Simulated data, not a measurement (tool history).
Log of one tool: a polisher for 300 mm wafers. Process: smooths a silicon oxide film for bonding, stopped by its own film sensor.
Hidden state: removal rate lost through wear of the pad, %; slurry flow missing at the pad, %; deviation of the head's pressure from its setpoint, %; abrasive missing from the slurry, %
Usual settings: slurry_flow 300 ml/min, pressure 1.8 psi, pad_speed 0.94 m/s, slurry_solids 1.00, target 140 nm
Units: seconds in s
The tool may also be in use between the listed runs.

run	hour	slurry_flow	pressure	pad_speed	slurry_solids	target	wafers since the last listed run	wafers polished on this pad	hours since the slurry nozzle was cleaned	hours since the head pressure was calibrated	hours since the slurry blender was calibrated	incoming thickness of the incoming film, nm	seconds
1	0.0	300	1.8	0.94	1.00	140	0	2399	440.2	644.2	51.9	180.2	76.5
# hour 10.9: slurry nozzle cleaned
# hour 14.6: head pressure recalibrated
2	52.6	300	1.8	0.94	1.00	140	677	3077	41.7	38.0	104.5	178.8	73.3
3	109.6	300	1.8	0.94	1.00	140	778	3855	98.7	95.0	161.5	180.8	77.2
4	191.8	300	1.8	0.94	1.00	140	1122	4978	180.9	177.2	243.7	179.7	77.0
5	261.1	300	1.8	0.94	1.00	140	946	5925	250.2	246.5	313.0	175.8	70.3
6	309.2	300	1.8	0.94	1.00	140	657	6582	298.3	294.6	361.1	177.1	74.3
# hour 316.6: worn pad replaced by a new one
7	355.4	300	2.0	0.94	1.00	140	576	529	344.5	340.8	407.3	179.8	72.0
8	413.3	300	1.8	0.94	1.10	140	790	1320	402.4	398.7	465.2	176.7	70.6
# hour 437.9: slurry blender recalibrated
9	486.4	300	1.8	0.94	1.10	140	971	2291	475.5	471.8	48.5	178.1	69.3
# hour 500.8: slurry nozzle cleaned
10	646.7	300	1.8	0.94	1.10	140	2176	4468	145.9	632.1	208.8	178.2	69.7
11	692.9	300	1.8	0.94	1.00	140	631	5099	192.1	678.3	255.0	179.9	75.2
12	737.2	300	1.8	0.94	1.00	140	605	5704	236.4	722.6	299.3	181.6	79.8
# hour 816.6: head pressure recalibrated
13	831.9	300	1.8	0.94	1.00	140	1266	6970	331.1	15.3	394.0	176.4	73.1
# hour 855.1: worn pad replaced by a new one
# hour 894.0: slurry blender recalibrated
14	932.0	230	1.8	0.94	0.70	140	1285	1023	431.2	115.4	38.0	183.1	97.3
# hour 997.4: slurry nozzle cleaned
15	1031.1	240	1.6	0.94	0.75	154	1340	2363	33.7	214.5	137.1	182.2	67.7
16	1114.5	300	2.2	1.06	1.00	149	1139	3503	117.1	297.9	220.5	180.3	45.2
# hour 1265.3: worn pad replaced by a new one
17	1324.8	300	1.8	0.94	1.00	146	2818	813	327.4	508.2	430.8	179.6	67.4
# hour 1361.5: slurry blender recalibrated
18	1376.9	250	1.8	0.66	1.00	132	684	1497	379.5	560.3	15.4	181.0	122.1
# hour 1413.4: slurry nozzle cleaned
19	1441.1	205	1.8	0.94	0.70	140	863	2360	27.7	624.5	79.6	178.7	87.0
# hour 1486.6: head pressure recalibrated
20	1535.3	300	1.8	0.94	1.00	140	1259	3620	121.9	48.7	173.8	178.1	72.6
21	1621.9	220	1.6	0.64	1.00	129	1183	4803	208.5	135.3	260.4	178.3	144.5
# hour 1683.8: worn pad replaced by a new one
22	1684.3	300	2.2	0.94	1.00	140	797	6	270.9	197.7	322.8	179.5	65.4
23	1726.8	300	2.2	0.84	1.00	140	580	587	313.4	240.2	365.3	182.8	77.0
24	1803.6	220	1.8	0.94	1.00	140	1049	1636	390.2	317.0	442.1	180.6	83.9
25	1844.7	340	1.8	0.94	0.85	140	561	2198	431.3	358.1	483.2	182.2	93.9
# hour 1858.9: slurry nozzle cleaned
# hour 1890.6: slurry blender recalibrated
26	1922.0	300	1.8	0.94	1.00	136	1015	3213	63.1	435.4	31.4	179.1	82.3
27	1964.9	300	2.2	0.78	1.00	140	586	3799	106.0	478.3	74.3	178.0	69.2
28	2001.9	300	1.2	0.94	1.00	140	505	4304	143.0	515.3	111.3	182.5	111.0
29	2081.0	360	1.3	0.94	1.00	134	1080	5385	222.1	594.4	190.4	180.7	114.6

5 ways to go on from here, each from the tool as it stands after run 29. What would each give?
A	2081.4	300	1.8	0.94	0.90	140	5	5390	222.5	594.8	190.8	180.3	?
B	2081.4	300	1.8	0.94	1.25	140	5	5390	222.5	594.8	190.8	180.3	?
C	2081.4	355	1.4	0.94	1.00	140	5	5390	222.5	594.8	190.8	180.3	?
D	2081.4	300	1.8	0.78	1.00	140	5	5390	222.5	594.8	190.8	180.3	?
E	2081.4	355	1.2	0.94	1.00	140	5	5390	222.5	594.8	190.8	180.3	?

run	seconds
A	80.6
B	70.4
C	93.8
D	88.9
E	106.0
Without the tool's hidden state the same runs would have given:
run	seconds
A	79.5
B	69.6
C	92.6
D	87.8
E	104.7

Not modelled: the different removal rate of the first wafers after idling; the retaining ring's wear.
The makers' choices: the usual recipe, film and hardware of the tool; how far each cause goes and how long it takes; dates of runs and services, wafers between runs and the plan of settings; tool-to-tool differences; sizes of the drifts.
